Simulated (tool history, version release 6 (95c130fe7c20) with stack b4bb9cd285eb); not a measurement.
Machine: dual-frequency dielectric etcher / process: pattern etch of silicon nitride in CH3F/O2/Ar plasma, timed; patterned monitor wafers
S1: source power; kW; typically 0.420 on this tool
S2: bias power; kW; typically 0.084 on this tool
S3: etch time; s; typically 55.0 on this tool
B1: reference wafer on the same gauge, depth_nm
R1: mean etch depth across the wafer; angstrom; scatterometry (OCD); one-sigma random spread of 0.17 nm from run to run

| run | hour | S1 | S2 | S3 | B1 | R1 |
|---|---|---|---|---|---|---|
| 1 | 0.0 | 0.420 | 0.084 | 65.0 | 34.11 | 505.6 |
| 2 | 24.3 | 0.420 | 0.091 | 55.0 | 34.09 | 436.8 |
| 3 | 43.3 | 0.420 | 0.091 | 55.0 | 34.11 | 439.6 |
|  | 59.3 | gauge calibrated |
| 4 | 76.5 | 0.420 | 0.091 | 55.0 | 34.09 | 439.9 |
| 5 | 97.3 | 0.360 | 0.084 | 64.5 | 34.09 | 476.5 |
| 6 | 117.4 | 0.420 | 0.084 | 55.0 | 34.09 | 428.1 |
| 7 | 131.4 | 0.420 | 0.084 | 55.0 | 34.09 | 430.3 |
| 8 | 154.0 | 0.420 | 0.084 | 55.0 | 34.11 | 429.3 |
| 9 | 183.7 | 0.420 | 0.084 | 55.0 | 34.11 | 431.6 |
| 10 | 197.5 | 0.350 | 0.084 | 55.0 | 34.10 | 404.6 |
| 11 | 226.9 | 0.420 | 0.084 | 55.0 | 34.11 | 431.0 |
|  | 269.2 | wet clean of the chamber |
| 12 | 269.7 | 0.420 | 0.084 | 55.0 | 34.10 | 421.6 |
| 13 | 279.1 | 0.500 | 0.070 | 46.5 | 34.11 | 356.7 |
|  | 309.1 | upper electrode replaced |
| 14 | 309.6 | 0.510 | 0.073 | 67.0 | 34.09 | 531.4 |
| 15 | 316.7 | 0.420 | 0.084 | 55.0 | 34.09 | 429.2 |
| 16 | 333.2 | 0.420 | 0.084 | 55.0 | 34.10 | 427.6 |
|  | 363.5 | source power generator calibrated |
| 17 | 365.0 | 0.420 | 0.084 | 51.0 | 34.08 | 393.2 |
|  | 386.7 | gauge calibrated |
|  | 393.5 | bias power generator calibrated |
| 18 | 394.0 | 0.420 | 0.084 | 55.0 | 34.12 | 430.0 |
| 19 | 409.6 | 0.420 | 0.063 | 47.0 | 34.11 | 334.4 |
| 20 | 432.0 | 0.490 | 0.068 | 59.0 | 34.11 | 449.5 |
| 21 | 445.8 | 0.380 | 0.100 | 62.0 | 34.11 | 493.5 |
| 22 | 469.2 | 0.420 | 0.084 | 43.5 | 34.09 | 336.9 |
| 23 | 519.0 | 0.390 | 0.075 | 67.5 | 34.08 | 491.5 |
| 24 | 553.3 | 0.350 | 0.099 | 43.5 | 34.08 | 336.6 |

For each run, what was the tool's unlogged condition?
source power that arrives over what is set, %: 0 across all the runs
bias power that arrives over what is set, %: 0 across all the runs
gauge reads high (%): 0 across all the runs
H1: etch rate over this chamber's usual, %
| run | H1 |
|---|---|
| 1 | 0.629 |
| 2 | 0.728 |
| 3 | 0.806 |
| 4 | 0.942 |
| 5 | 1.03 |
| 6 | 1.11 |
| 7 | 1.17 |
| 8 | 1.26 |
| 9 | 1.38 |
| 10 | 1.44 |
| 11 | 1.56 |
| 12 | 0.0827 |
| 13 | 0.121 |
| 14 | 0.246 |
| 15 | 0.275 |
| 16 | 0.343 |
| 17 | 0.473 |
| 18 | 0.592 |
| 19 | 0.656 |
| 20 | 0.748 |
| 21 | 0.805 |
| 22 | 0.901 |
| 23 | 1.1 |
| 24 | 1.25 |
